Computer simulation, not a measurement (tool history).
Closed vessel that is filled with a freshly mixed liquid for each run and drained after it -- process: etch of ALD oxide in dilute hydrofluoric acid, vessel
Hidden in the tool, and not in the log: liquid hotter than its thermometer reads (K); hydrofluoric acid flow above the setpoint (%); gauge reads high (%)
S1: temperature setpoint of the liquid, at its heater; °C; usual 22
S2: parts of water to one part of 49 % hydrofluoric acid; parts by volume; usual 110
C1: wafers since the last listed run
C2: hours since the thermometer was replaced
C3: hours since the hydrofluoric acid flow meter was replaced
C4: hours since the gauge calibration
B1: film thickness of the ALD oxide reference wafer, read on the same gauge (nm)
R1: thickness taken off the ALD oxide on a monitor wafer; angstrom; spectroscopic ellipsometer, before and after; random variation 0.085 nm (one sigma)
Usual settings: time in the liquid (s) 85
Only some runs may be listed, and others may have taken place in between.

run 1 hour=0 | S1=22 S2=110 time_in_the_liquid_(s)=85 | C1=0 C2=1209 C3=1087.5 C4=541.2 | B1=79.99 | R1=116.6
run 2 hour=46 | S1=22 S2=110 time_in_the_liquid_(s)=85 | C1=3460 C2=1255 C3=1133.5 C4=587.2 | B1=79.98 | R1=115.9
run 3 hour=78.1 | S1=22 S2=110 time_in_the_liquid_(s)=85 | C1=2415 C2=1287.1 C3=1165.6 C4=619.3 | B1=80 | R1=117.6
run 4 hour=118 | S1=22 S2=110 time_in_the_liquid_(s)=85 | C1=3001 C2=1327 C3=1205.5 C4=659.2 | B1=80 | R1=117
run 5 hour=177.6 | S1=22 S2=110 time_in_the_liquid_(s)=85 | C1=4483 C2=1386.6 C3=1265.1 C4=718.8 | B1=79.97 | R1=117.6
run 6 hour=228.8 | S1=22 S2=110 time_in_the_liquid_(s)=85 | C1=3851 C2=1437.8 C3=1316.3 C4=770 | B1=80 | R1=116.2
run 7 hour=265.9 | S1=22 S2=110 time_in_the_liquid_(s)=50 | C1=2791 C2=1474.9 C3=1353.4 C4=807.1 | B1=80.01 | R1=70.3
run 8 hour=336.2 | S1=22 S2=110 time_in_the_liquid_(s)=50 | C1=5288 C2=1545.2 C3=1423.7 C4=877.4 | B1=80 | R1=69.7
run 9 hour=392.7 | S1=22 S2=110 time_in_the_liquid_(s)=50 | C1=4250 C2=1601.7 C3=1480.2 C4=933.9 | B1=80.01 | R1=70.5
run 10 hour=453.4 | S1=22 S2=70 time_in_the_liquid_(s)=85 | C1=4566 C2=1662.4 C3=1540.9 C4=994.6 | B1=79.99 | R1=198
-- hour=509.1 thermometer replaced
run 11 hour=517.5 | S1=22 S2=70 time_in_the_liquid_(s)=85 | C1=4747 C2=8.4 C3=1605 C4=1058.7 | B1=80.02 | R1=180.8
-- hour=518.6 gauge calibrated
run 12 hour=564.6 | S1=22 S2=70 time_in_the_liquid_(s)=85 | C1=3543 C2=55.5 C3=1652.1 C4=46 | B1=80.01 | R1=184.4
run 13 hour=599.7 | S1=26.5 S2=110 time_in_the_liquid_(s)=85 | C1=2640 C2=90.6 C3=1687.2 C4=81.1 | B1=79.98 | R1=132.5
run 14 hour=649.4 | S1=22 S2=125 time_in_the_liquid_(s)=60 | C1=3739 C2=140.3 C3=1736.9 C4=130.8 | B1=80.02 | R1=69.1
run 15 hour=674 | S1=22 S2=110 time_in_the_liquid_(s)=85 | C1=1850 C2=164.9 C3=1761.5 C4=155.4 | B1=79.99 | R1=112.8
run 16 hour=704.6 | S1=22 S2=135 time_in_the_liquid_(s)=120 | C1=2302 C2=195.5 C3=1792.1 C4=186 | B1=79.99 | R1=123.9
run 17 hour=760.1 | S1=22 S2=110 time_in_the_liquid_(s)=85 | C1=4175 C2=251 C3=1847.6 C4=241.5 | B1=79.99 | R1=113
run 18 hour=822.6 | S1=22 S2=110 time_in_the_liquid_(s)=125 | C1=4702 C2=313.5 C3=1910.1 C4=304 | B1=79.97 | R1=169.8
-- hour=826.7 hydrofluoric acid flow meter replaced
run 19 hour=849.5 | S1=17.5 S2=125 time_in_the_liquid_(s)=65 | C1=1948 C2=340.4 C3=22.8 C4=330.9 | B1=80 | R1=58.7
run 20 hour=875.3 | S1=22 S2=110 time_in_the_liquid_(s)=85 | C1=1941 C2=366.2 C3=48.6 C4=356.7 | B1=80 | R1=107.7
run 21 hour=924.5 | S1=22 S2=160 time_in_the_liquid_(s)=55 | C1=3701 C2=415.4 C3=97.8 C4=405.9 | B1=80.03 | R1=45.6
run 22 hour=977.7 | S1=22 S2=60 time_in_the_liquid_(s)=115 | C1=4002 C2=468.6 C3=151 C4=459.1 | B1=80 | R1=285.5
run 23 hour=1035.1 | S1=22 S2=110 time_in_the_liquid_(s)=85 | C1=4318 C2=526 C3=208.4 C4=516.5 | B1=79.97 | R1=108.4
run 24 hour=1094.3 | S1=22 S2=70 time_in_the_liquid_(s)=85 | C1=4453 C2=585.2 C3=267.6 C4=575.7 | B1=80 | R1=179
run 25 hour=1147.3 | S1=26 S2=110 time_in_the_liquid_(s)=85 | C1=3987 C2=638.2 C3=320.6 C4=628.7 | B1=80 | R1=127.5

Describe how what the log doesn't record of the tool's condition differs between the last listed run preceding each entry between runs and the first listed run following it.
Runs 10 to 11: thermometer replaced (hour 509.1)
  liquid hotter than its thermometer reads (K): 2.12 -> 0.0797; hydrofluoric acid flow above the setpoint (%): 4.6 -> 4.78
  difference, measured minus the result without the unlogged condition, R1: +25.1 -> +9.4 angstrom
Runs 11 to 12: gauge calibrated (hour 518.6)
  liquid hotter than its thermometer reads (K): 0.0797 -> 0.139; hydrofluoric acid flow above the setpoint (%): 4.78 -> 4.91
  difference, measured minus the result without the unlogged condition, R1: +9.4 -> +10.4 angstrom
Runs 18 to 19: hydrofluoric acid flow meter replaced (hour 826.7)
  liquid hotter than its thermometer reads (K): 0.463 -> 0.496; hydrofluoric acid flow above the setpoint (%): 5.61 -> 0.42
  difference, measured minus the result without the unlogged condition, R1: +13.1 -> +1.5 angstrom

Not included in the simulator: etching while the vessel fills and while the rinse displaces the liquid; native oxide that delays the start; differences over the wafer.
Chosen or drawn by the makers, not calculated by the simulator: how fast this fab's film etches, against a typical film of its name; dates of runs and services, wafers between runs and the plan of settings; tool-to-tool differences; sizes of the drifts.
